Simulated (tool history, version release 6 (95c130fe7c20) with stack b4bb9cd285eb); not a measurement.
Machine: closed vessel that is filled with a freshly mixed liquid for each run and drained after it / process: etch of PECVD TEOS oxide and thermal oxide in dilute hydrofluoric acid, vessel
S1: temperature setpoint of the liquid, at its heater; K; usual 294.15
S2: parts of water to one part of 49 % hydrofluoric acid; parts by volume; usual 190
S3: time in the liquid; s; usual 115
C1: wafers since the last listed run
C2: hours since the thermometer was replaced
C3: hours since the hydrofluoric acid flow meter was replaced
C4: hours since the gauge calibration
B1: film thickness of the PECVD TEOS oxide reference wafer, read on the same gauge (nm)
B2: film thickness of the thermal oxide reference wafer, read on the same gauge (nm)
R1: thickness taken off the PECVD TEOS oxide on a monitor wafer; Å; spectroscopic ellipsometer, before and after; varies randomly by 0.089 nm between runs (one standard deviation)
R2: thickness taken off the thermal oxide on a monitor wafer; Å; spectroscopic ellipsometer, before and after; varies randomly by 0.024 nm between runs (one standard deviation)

| run | hour | S1 | S2 | S3 | C1 | C2 | C3 | C4 | B1 | B2 | R1 | R2 |
|---|---|---|---|---|---|---|---|---|---|---|---|---|
| 1 | 0 | 294.15 | 145 | 115 | 0 | 2953.9 | 2345.9 | 456.9 | 80.01 | 149.996 | 203.1 | 35.72 |
| 2 | 45.1 | 294.15 | 145 | 115 | 4150 | 2999 | 2391 | 502 | 80.04 | 150.002 | 201.6 | 35.94 |
|  | 61.4 | thermometer replaced |
| 3 | 61.9 | 294.15 | 190 | 115 | 1454 | 0.5 | 2407.8 | 518.8 | 79.97 | 150.007 | 146.5 | 25.83 |
|  | 69.1 | hydrofluoric acid flow meter replaced |
| 4 | 79.4 | 294.15 | 190 | 115 | 1518 | 18 | 10.3 | 536.3 | 80.03 | 150.01 | 161.1 | 28.44 |
|  | 82.8 | gauge calibrated |
| 5 | 95.3 | 294.15 | 190 | 115 | 1463 | 33.9 | 26.2 | 12.5 | 80.02 | 150.013 | 160.8 | 28.87 |
| 6 | 109 | 291.65 | 190 | 115 | 1260 | 47.6 | 39.9 | 26.2 | 79.98 | 150.01 | 144.6 | 25.3 |
| 7 | 122 | 294.15 | 190 | 170 | 1196 | 60.6 | 52.9 | 39.2 | 79.99 | 149.991 | 240.2 | 41.55 |
| 8 | 142.4 | 294.15 | 190 | 170 | 1877 | 81 | 73.3 | 59.6 | 79.97 | 150.002 | 237.9 | 42.4 |
|  | 159.9 | hydrofluoric acid flow meter replaced, repeated, since the last time left the tool worse |
| 9 | 192.6 | 294.15 | 240 | 115 | 4527 | 131.2 | 32.7 | 109.8 | 79.98 | 150.001 | 102.2 | 18.02 |
| 10 | 203.3 | 294.15 | 220 | 115 | 984 | 141.9 | 43.4 | 120.5 | 79.99 | 149.996 | 113 | 20.32 |
| 11 | 213.1 | 294.15 | 190 | 115 | 901 | 151.7 | 53.2 | 130.3 | 79.99 | 149.992 | 137.8 | 24.22 |
| 12 | 226.7 | 294.15 | 190 | 50 | 1251 | 165.3 | 66.8 | 143.9 | 79.99 | 150.008 | 58.5 | 10.49 |
| 13 | 241.9 | 297.65 | 275 | 55 | 1398 | 180.5 | 82 | 159.1 | 79.96 | 149.985 | 47.3 | 8.3 |
| 14 | 251.4 | 297.15 | 190 | 85 | 874 | 190 | 91.5 | 168.6 | 79.99 | 150.012 | 112.5 | 20.07 |
| 15 | 261.8 | 294.15 | 190 | 50 | 957 | 200.4 | 101.9 | 179 | 80.01 | 149.99 | 59 | 10.37 |
| 16 | 268.7 | 296.65 | 165 | 115 | 635 | 207.3 | 108.8 | 185.9 | 80.01 | 150.015 | 178.5 | 31.16 |
| 17 | 283.1 | 290.15 | 190 | 85 | 1325 | 221.7 | 123.2 | 200.3 | 80 | 149.985 | 85.4 | 15.45 |
| 18 | 294.2 | 290.65 | 150 | 160 | 1021 | 232.8 | 134.3 | 211.4 | 79.99 | 149.993 | 215.4 | 38.49 |
| 19 | 300.8 | 294.15 | 190 | 115 | 607 | 239.4 | 140.9 | 218 | 79.96 | 150.004 | 135 | 24.37 |
| 20 | 308.6 | 294.15 | 190 | 115 | 717 | 247.2 | 148.7 | 225.8 | 80.01 | 149.992 | 137.6 | 24.07 |
| 21 | 321.8 | 292.65 | 190 | 140 | 1214 | 260.4 | 161.9 | 239 | 79.98 | 150.008 | 156.1 | 27.41 |
| 22 | 328.7 | 294.15 | 190 | 85 | 635 | 267.3 | 168.8 | 245.9 | 79.96 | 149.977 | 100.8 | 18.17 |
| 23 | 344.2 | 294.15 | 190 | 115 | 1426 | 282.8 | 184.3 | 261.4 | 79.99 | 150.016 | 135.8 | 24.53 |
| 24 | 354.3 | 298.65 | 190 | 115 | 929 | 292.9 | 194.4 | 271.5 | 80.04 | 150.012 | 161.7 | 28.73 |
| 25 | 372 | 298.65 | 215 | 115 | 1628 | 310.6 | 212.1 | 289.2 | 80.01 | 150.013 | 140.2 | 24.69 |
| 26 | 385.1 | 297.15 | 135 | 115 | 1205 | 323.7 | 225.2 | 302.3 | 79.95 | 149.967 | 229 | 40.6 |
| 27 | 393.9 | 298.15 | 165 | 85 | 809 | 332.5 | 234 | 311.1 | 79.99 | 150.01 | 138.9 | 24.74 |

Branching from run 27: 3 alternative next runs. What would each branch give?
| A | 394.6 | 294.15 | 190 | 115 | 64 | 333.2 | 234.7 | 311.8 | ? | ? | ? | ? |
| B | 394.6 | 290.15 | 190 | 95 | 64 | 333.2 | 234.7 | 311.8 | ? | ? | ? | ? |
| C | 394.6 | 290.15 | 190 | 115 | 64 | 333.2 | 234.7 | 311.8 | ? | ? | ? | ? |

| run | B1 | B2 | R1 | R2 |
|---|---|---|---|---|
| A | 79.99 | 150 | 136.9 | 23.92 |
| B | 79.99 | 150 | 96.6 | 16.88 |
| C | 79.99 | 150 | 117 | 20.44 |
With the hidden condition removed and each run's random variation left untouched, the same runs would have given:
| run | R1 | R2 |
|---|---|---|
| A | 135.2 | 23.62 |
| B | 95.4 | 16.68 |
| C | 115.5 | 20.19 |
